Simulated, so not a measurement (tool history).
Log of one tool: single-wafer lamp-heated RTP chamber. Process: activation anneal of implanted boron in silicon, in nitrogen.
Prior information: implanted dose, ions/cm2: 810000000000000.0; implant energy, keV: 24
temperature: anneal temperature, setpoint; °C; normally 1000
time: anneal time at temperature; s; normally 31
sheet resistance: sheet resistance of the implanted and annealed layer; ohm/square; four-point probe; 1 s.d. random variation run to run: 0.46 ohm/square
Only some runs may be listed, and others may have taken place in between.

run,day,temperature,time,wafers since the last listed run,wafers since the last pyrometer calibration,wafers since the reflector plate was cleaned,hours since the gauge calibration,"read-back reference wafer on the same gauge, sheet resistance",sheet resistance
1,0.000,1000,31,0,26,2445,419.4,170.93,142.14
# day 2.350: reflector plate cleaned
2,2.662,1022,31,420,447,56,483.3,170.88,140.40
3,3.925,1022,31,227,675,284,513.6,170.91,140.05
4,5.512,1000,31,286,961,570,551.7,171.11,143.98
5,8.150,1008,42,476,1437,1046,615.0,171.03,141.33
6,13.729,1008,42,1006,2444,2053,748.9,171.11,141.05
7,15.904,1000,31,392,2837,2446,801.1,171.12,142.65
# day 17.296: pyrometer window cleaned and pyrometer calibrated
8,17.338,1000,31,198,7,2644,835.5,171.04,142.48
9,19.233,1000,31,342,349,2987,881.0,170.96,142.06
# day 23.012: reflector plate cleaned
# day 25.088: gauge calibrated
10,27.588,1000,31,1447,1797,825,60.0,171.10,143.14
# day 35.300: pyrometer window cleaned and pyrometer calibrated
11,35.321,1000,31,1335,3,2161,245.6,171.01,143.60
12,36.975,1000,31,298,302,2459,285.3,171.12,142.23
# day 39.021: reflector plate cleaned
13,39.879,1000,31,463,766,155,355.0,170.75,143.82
14,41.996,1026,48,382,1148,537,405.8,171.09,138.69
15,44.312,1010,19,418,1566,955,461.4,170.91,142.57
16,46.867,1000,31,460,2027,1416,522.7,170.92,142.96
17,48.221,1000,31,244,2272,1660,555.2,171.05,142.40
18,51.008,1029,20,503,2775,2163,622.1,171.04,140.95
19,53.400,1025,21,431,3206,2595,679.5,171.25,140.35
20,54.921,987,31,274,3481,2869,716.0,170.98,145.59
# day 56.875: pyrometer window cleaned and pyrometer calibrated
21,56.896,1000,31,296,3,3166,763.4,171.11,142.69
# day 58.725: reflector plate cleaned
22,59.221,1000,31,359,363,89,819.2,170.81,143.66
23,61.208,1014,48,358,722,448,866.9,171.13,140.30
# day 62.883: gauge calibrated
24,63.850,1011,22,476,1198,925,23.2,170.93,142.35
25,66.792,1000,31,530,1729,1456,93.8,171.08,143.66
26,69.212,1010,31,436,2166,1893,151.9,170.87,141.31

5 ways to go on from here, each from the tool as it stands after run 26. What would each give?
A,69.229,1000,31,3,2169,1896,152.3,?,?
B,69.229,980,37,3,2169,1896,152.3,?,?
C,69.229,1023,23,3,2169,1896,152.3,?,?
D,69.229,1016,22,3,2169,1896,152.3,?,?
E,69.229,984,38,3,2169,1896,152.3,?,?

run,"read-back reference wafer on the same gauge, sheet resistance",sheet resistance
A,170.98,143.05
B,170.98,148.83
C,170.98,140.62
D,170.98,141.31
E,170.98,147.03
Without the tool's unlogged condition, the same runs would have read:
run,sheet resistance
A,144.14
B,151.28
C,141.03
D,141.86
E,149.08
